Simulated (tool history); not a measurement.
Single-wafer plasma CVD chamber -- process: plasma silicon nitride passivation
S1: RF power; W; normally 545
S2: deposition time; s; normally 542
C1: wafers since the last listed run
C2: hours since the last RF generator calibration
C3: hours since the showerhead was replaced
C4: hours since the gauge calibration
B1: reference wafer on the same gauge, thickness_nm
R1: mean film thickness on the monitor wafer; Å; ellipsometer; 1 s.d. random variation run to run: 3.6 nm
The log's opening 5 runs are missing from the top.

| run | hour | S1 | S2 | C1 | C2 | C3 | C4 | B1 | R1 |
|---|---|---|---|---|---|---|---|---|---|
| 6 | 342.5 | 545 | 542 | 147 | 569.6 | 2659.1 | 675.7 | 746.936 | 8137.57 |
| 7 | 424.9 | 545 | 542 | 292 | 652.0 | 2741.5 | 758.1 | 747.471 | 8171.74 |
| 8 | 486.3 | 545 | 542 | 218 | 713.4 | 2802.9 | 819.5 | 745.741 | 8088.30 |
| 9 | 548.2 | 545 | 542 | 219 | 775.3 | 2864.8 | 881.4 | 747.486 | 8095.21 |
| 10 | 598.9 | 545 | 616 | 180 | 826.0 | 2915.5 | 932.1 | 746.859 | 9146.03 |
| 11 | 700.8 | 545 | 542 | 361 | 927.9 | 3017.4 | 1034.0 | 747.745 | 8077.74 |
|  | 788.8 | RF generator calibrated |
| 12 | 800.2 | 545 | 542 | 324 | 11.4 | 3116.8 | 1133.4 | 746.545 | 8219.68 |
| 13 | 884.0 | 545 | 542 | 297 | 95.2 | 3200.6 | 1217.2 | 747.046 | 8262.78 |
| 14 | 930.4 | 545 | 542 | 164 | 141.6 | 3247.0 | 1263.6 | 746.589 | 8163.71 |
| 15 | 1001.2 | 545 | 542 | 251 | 212.4 | 3317.8 | 1334.4 | 746.366 | 8191.47 |
| 16 | 1095.6 | 545 | 542 | 335 | 306.8 | 3412.2 | 1428.8 | 746.345 | 8168.03 |
| 17 | 1146.3 | 580 | 595 | 180 | 357.5 | 3462.9 | 1479.5 | 747.628 | 8986.53 |
| 18 | 1239.9 | 545 | 542 | 332 | 451.1 | 3556.5 | 1573.1 | 746.567 | 8123.74 |
| 19 | 1328.6 | 590 | 542 | 315 | 539.8 | 3645.2 | 1661.8 | 747.327 | 8209.92 |
|  | 1367.1 | showerhead replaced |
| 20 | 1427.9 | 595 | 542 | 324 | 639.1 | 60.8 | 1761.1 | 747.088 | 8270.20 |
|  | 1530.9 | gauge calibrated |
| 21 | 1533.8 | 545 | 473 | 376 | 745.0 | 166.7 | 2.9 | 747.010 | 6985.61 |
| 22 | 1593.5 | 610 | 542 | 212 | 804.7 | 226.4 | 62.6 | 746.164 | 8315.53 |

The next listed run, before its measurement:
| 23 | 1644.3 | 445 | 542 | 180 | 855.5 | 277.2 | 113.4 | ? | ? |

{"run 23": {"B1": 746.495, "R1": 7669.84}}
Were there no unlogged condition in the tool, this run, its random variation unchanged, would have produced R1 7847.34 Å.
